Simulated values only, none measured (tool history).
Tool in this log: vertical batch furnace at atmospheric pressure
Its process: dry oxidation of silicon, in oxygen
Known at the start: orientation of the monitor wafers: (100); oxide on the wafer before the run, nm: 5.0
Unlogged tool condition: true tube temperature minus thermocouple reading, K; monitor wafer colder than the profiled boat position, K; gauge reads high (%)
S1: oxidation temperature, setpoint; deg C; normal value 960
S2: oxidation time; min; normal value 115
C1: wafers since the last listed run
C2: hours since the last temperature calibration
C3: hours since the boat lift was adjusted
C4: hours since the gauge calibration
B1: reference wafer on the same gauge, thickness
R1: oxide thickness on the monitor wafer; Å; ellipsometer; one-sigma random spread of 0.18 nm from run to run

run 1 hour=0 | S1=951 S2=115 | C1=0 C2=3188.9 C3=2001.3 C4=246.9 | B1=62.78 | R1=494.6
run 2 hour=63.8 | S1=960 S2=115 | C1=527 C2=3252.7 C3=2065.1 C4=310.7 | B1=62.83 | R1=538.6
run 3 hour=114.8 | S1=960 S2=81.5 | C1=421 C2=3303.7 C3=2116.1 C4=361.7 | B1=62.84 | R1=423.2
run 4 hour=153.2 | S1=960 S2=81.5 | C1=317 C2=3342.1 C3=2154.5 C4=400.1 | B1=62.79 | R1=425.2
run 5 hour=222 | S1=960 S2=115 | C1=569 C2=3410.9 C3=2223.3 C4=468.9 | B1=62.79 | R1=537.2
run 6 hour=271.9 | S1=960 S2=115 | C1=412 C2=3460.8 C3=2273.2 C4=518.8 | B1=62.79 | R1=537.2
-- hour=301 gauge calibrated
run 7 hour=325.5 | S1=973 S2=115 | C1=443 C2=3514.4 C3=2326.8 C4=24.5 | B1=62.79 | R1=596.6
run 8 hour=371.5 | S1=973 S2=115 | C1=380 C2=3560.4 C3=2372.8 C4=70.5 | B1=62.82 | R1=596
run 9 hour=501.4 | S1=960 S2=115 | C1=1074 C2=3690.3 C3=2502.7 C4=200.4 | B1=62.78 | R1=539.3
-- hour=550.7 thermocouples replaced and temperature profile calibrated
-- hour=557.6 boat lift adjusted
run 10 hour=566.8 | S1=960 S2=115 | C1=284 C2=16.1 C3=9.2 C4=265.8 | B1=62.78 | R1=555.3
run 11 hour=615.4 | S1=978 S2=136.5 | C1=402 C2=64.7 C3=57.8 C4=314.4 | B1=62.78 | R1=715.2
run 12 hour=674.4 | S1=983 S2=132 | C1=488 C2=123.7 C3=116.8 C4=373.4 | B1=62.79 | R1=724.6
run 13 hour=702.9 | S1=942 S2=59.5 | C1=235 C2=152.2 C3=145.3 C4=401.9 | B1=62.79 | R1=301.3
run 14 hour=761.1 | S1=941 S2=68.5 | C1=481 C2=210.4 C3=203.5 C4=460.1 | B1=62.85 | R1=324.8
run 15 hour=822.4 | S1=984 S2=83.5 | C1=507 C2=271.7 C3=264.8 C4=521.4 | B1=62.82 | R1=530.9
-- hour=844.8 gauge calibrated
run 16 hour=892.8 | S1=949 S2=65 | C1=582 C2=342.1 C3=335.2 C4=48 | B1=62.8 | R1=340.4
run 17 hour=927.2 | S1=960 S2=115 | C1=284 C2=376.5 C3=369.6 C4=82.4 | B1=62.86 | R1=549.4
run 18 hour=958.9 | S1=968 S2=149 | C1=262 C2=408.2 C3=401.3 C4=114.1 | B1=62.83 | R1=705.1
run 19 hour=993.8 | S1=973 S2=170.5 | C1=288 C2=443.1 C3=436.2 C4=149 | B1=62.78 | R1=798.9
run 20 hour=1060.9 | S1=984 S2=83.5 | C1=555 C2=510.2 C3=503.3 C4=216.1 | B1=62.83 | R1=529.1

The logged runs with the hidden state left out (each run's random variation unchanged):
run=1 R1=515.4
run=2 R1=558.6
run=3 R1=439
run=4 R1=441.1
run=5 R1=557.4
run=6 R1=557.5
run=7 R1=615.3
run=8 R1=614.8
run=9 R1=560
run=10 R1=555.8
run=11 R1=717.2
run=12 R1=728.5
run=13 R1=303.7
run=14 R1=328.2
run=15 R1=536.7
run=16 R1=345.7
run=17 R1=557.3
run=18 R1=714.5
run=19 R1=809.9
run=20 R1=538.5

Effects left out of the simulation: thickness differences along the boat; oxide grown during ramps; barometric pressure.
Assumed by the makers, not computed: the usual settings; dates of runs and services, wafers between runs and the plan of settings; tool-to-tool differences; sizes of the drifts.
